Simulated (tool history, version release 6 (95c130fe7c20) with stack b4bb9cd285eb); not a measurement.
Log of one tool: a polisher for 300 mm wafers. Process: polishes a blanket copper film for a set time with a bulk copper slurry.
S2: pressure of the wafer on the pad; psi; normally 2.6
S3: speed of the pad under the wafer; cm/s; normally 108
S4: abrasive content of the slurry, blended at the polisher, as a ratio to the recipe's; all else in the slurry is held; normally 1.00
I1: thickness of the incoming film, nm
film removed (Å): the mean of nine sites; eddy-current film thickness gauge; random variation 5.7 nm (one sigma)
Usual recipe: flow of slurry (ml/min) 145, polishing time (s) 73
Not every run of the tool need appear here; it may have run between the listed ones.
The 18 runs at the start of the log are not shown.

-- hour=950.1 head pressure recalibrated
run 19 hour=981.9 | flow_of_slurry_(ml/min)=105 S2=2.6 S3=108 S4=1.00 polishing_time_(s)=73 | I1=2714.7 | film_removed_(Å)=7122
run 20 hour=1007.4 | flow_of_slurry_(ml/min)=105 S2=2.6 S3=124 S4=0.80 polishing_time_(s)=73 | I1=2728.4 | film_removed_(Å)=7643
-- hour=1030.7 slurry nozzle cleaned
run 21 hour=1057.4 | flow_of_slurry_(ml/min)=145 S2=2.6 S3=108 S4=1.10 polishing_time_(s)=73 | I1=2688.0 | film_removed_(Å)=7522
run 22 hour=1124.0 | flow_of_slurry_(ml/min)=180 S2=2.9 S3=108 S4=1.00 polishing_time_(s)=81 | I1=2744.5 | film_removed_(Å)=9363
run 23 hour=1181.9 | flow_of_slurry_(ml/min)=145 S2=2.6 S3=108 S4=1.00 polishing_time_(s)=73 | I1=2713.7 | film_removed_(Å)=7389
run 24 hour=1225.7 | flow_of_slurry_(ml/min)=145 S2=3.0 S3=128 S4=1.00 polishing_time_(s)=73 | I1=2717.4 | film_removed_(Å)=9937
-- hour=1247.6 worn pad replaced by a new one
-- hour=1263.2 slurry blender recalibrated
run 25 hour=1285.7 | flow_of_slurry_(ml/min)=190 S2=2.6 S3=108 S4=0.80 polishing_time_(s)=97 | I1=2755.0 | film_removed_(Å)=9705
run 26 hour=1330.0 | flow_of_slurry_(ml/min)=145 S2=1.9 S3=108 S4=1.00 polishing_time_(s)=73 | I1=2702.8 | film_removed_(Å)=5585
run 27 hour=1384.2 | flow_of_slurry_(ml/min)=105 S2=3.0 S3=108 S4=0.75 polishing_time_(s)=73 | I1=2716.1 | film_removed_(Å)=7412
run 28 hour=1443.1 | flow_of_slurry_(ml/min)=145 S2=2.6 S3=108 S4=1.00 polishing_time_(s)=73 | I1=2701.4 | film_removed_(Å)=7256
run 29 hour=1505.2 | flow_of_slurry_(ml/min)=175 S2=2.6 S3=108 S4=1.00 polishing_time_(s)=73 | I1=2652.8 | film_removed_(Å)=7331
run 30 hour=1562.4 | flow_of_slurry_(ml/min)=145 S2=2.3 S3=108 S4=0.70 polishing_time_(s)=73 | I1=2744.9 | film_removed_(Å)=5841

4 ways to go on from here, each from the tool as it stands after run 30. What would each give?
run A hour=1562.8 | flow_of_slurry_(ml/min)=145 S2=2.6 S3=108 S4=1.00 polishing_time_(s)=73 | I1=2684.1 | film_removed_(Å)=?
run B hour=1562.8 | flow_of_slurry_(ml/min)=145 S2=2.1 S3=122 S4=1.00 polishing_time_(s)=73 | I1=2684.1 | film_removed_(Å)=?
run C hour=1562.8 | flow_of_slurry_(ml/min)=160 S2=2.6 S3=118 S4=0.85 polishing_time_(s)=98 | I1=2684.1 | film_removed_(Å)=?
run D hour=1562.8 | flow_of_slurry_(ml/min)=145 S2=3.3 S3=108 S4=1.00 polishing_time_(s)=73 | I1=2684.1 | film_removed_(Å)=?

run=A film_removed_(Å)=7176
run=B film_removed_(Å)=6708
run=C film_removed_(Å)=10308
run=D film_removed_(Å)=8908
Take away the tool's hidden state, keep each run's random variation, and the runs would have read:
run=A film_removed_(Å)=7520
run=B film_removed_(Å)=7030
run=C film_removed_(Å)=10802
run=D film_removed_(Å)=9336
